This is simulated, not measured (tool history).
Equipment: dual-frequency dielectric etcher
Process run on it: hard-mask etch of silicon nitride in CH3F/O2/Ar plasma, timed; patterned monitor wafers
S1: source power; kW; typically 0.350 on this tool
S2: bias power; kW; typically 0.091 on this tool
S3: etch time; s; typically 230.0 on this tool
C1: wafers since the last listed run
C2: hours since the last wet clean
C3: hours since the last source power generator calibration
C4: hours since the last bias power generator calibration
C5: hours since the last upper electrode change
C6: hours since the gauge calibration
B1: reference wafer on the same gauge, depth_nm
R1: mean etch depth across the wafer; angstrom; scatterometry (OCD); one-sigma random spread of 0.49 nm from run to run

run	day	S1	S2	S3	C1	C2	C3	C4	C5	C6	B1	R1
1	0.000	0.350	0.091	230.0	0	72.2	1278.2	711.8	1237.0	809.3	175.0	1888
2	2.346	0.350	0.091	230.0	195	128.5	1334.5	768.1	1293.3	865.6	175.0	1881
3	4.117	0.350	0.091	230.0	147	171.0	1377.0	810.6	1335.8	908.1	175.2	1891
4	5.788	0.350	0.091	230.0	139	211.1	1417.1	850.7	1375.9	948.2	175.0	1887
5	8.171	0.350	0.091	230.0	198	268.3	1474.3	907.9	1433.1	1005.4	175.0	1902
6	9.612	0.350	0.091	230.0	119	302.9	1508.9	942.5	1467.7	1040.0	175.0	1907
7	11.396	0.350	0.084	260.0	148	345.7	1551.7	985.3	1510.5	1082.8	175.1	2092
8	13.100	0.350	0.084	260.0	141	386.6	1592.6	1026.2	1551.4	1123.7	175.2	2108
9	15.517	0.350	0.091	230.0	201	444.6	1650.6	1084.2	1609.4	1181.7	175.0	1913
# day 16.746: wet clean of the chamber
10	17.488	0.350	0.091	230.0	80	17.8	1697.9	1131.5	1656.7	1229.0	175.0	1851
# day 18.771: gauge calibrated
# day 25.350: bias power generator calibrated
11	25.717	0.350	0.082	296.0	670	215.3	1895.4	8.8	1854.2	166.7	175.0	2344
12	28.308	0.420	0.100	201.5	215	277.5	1957.6	71.0	1916.4	228.9	175.0	1816
# day 29.450: source power generator calibrated
13	30.150	0.420	0.103	199.5	139	321.7	16.8	115.2	1960.6	273.1	175.1	1822
14	32.933	0.280	0.099	280.0	231	388.5	83.6	182.0	2027.4	339.9	175.0	2275
# day 34.021: upper electrode replaced
# day 34.246: wet clean of the chamber
15	35.521	0.390	0.091	230.0	113	30.6	145.7	244.1	36.0	402.0	174.9	1920
16	37.967	0.440	0.091	230.0	203	89.3	204.4	302.8	94.7	460.7	175.0	1998
17	39.692	0.350	0.091	200.0	143	130.7	245.8	344.2	136.1	502.1	174.9	1640
18	41.942	0.350	0.091	230.0	187	184.7	299.8	398.2	190.1	556.1	174.9	1881
19	43.546	0.350	0.077	205.5	133	223.2	338.3	436.7	228.6	594.6	174.9	1594
20	45.204	0.390	0.085	283.0	138	263.0	378.1	476.5	268.4	634.4	174.8	2356
21	46.258	0.350	0.091	200.0	87	288.3	403.4	501.8	293.7	659.7	174.9	1648

4 ways to go on from here, each from the tool as it stands after run 21. What would each give?
A	46.279	0.350	0.091	230.0	1	288.8	403.9	502.3	294.2	660.2	?	?
B	46.279	0.350	0.076	203.0	1	288.8	403.9	502.3	294.2	660.2	?	?
C	46.279	0.350	0.072	230.0	1	288.8	403.9	502.3	294.2	660.2	?	?
D	46.279	0.270	0.080	272.0	1	288.8	403.9	502.3	294.2	660.2	?	?

run	B1	R1
A	175.1	1896
B	175.1	1572
C	175.1	1748
D	175.1	2009
Without the tool's hidden state the same runs would have given:
run	R1
A	1868
B	1549
C	1723
D	1980
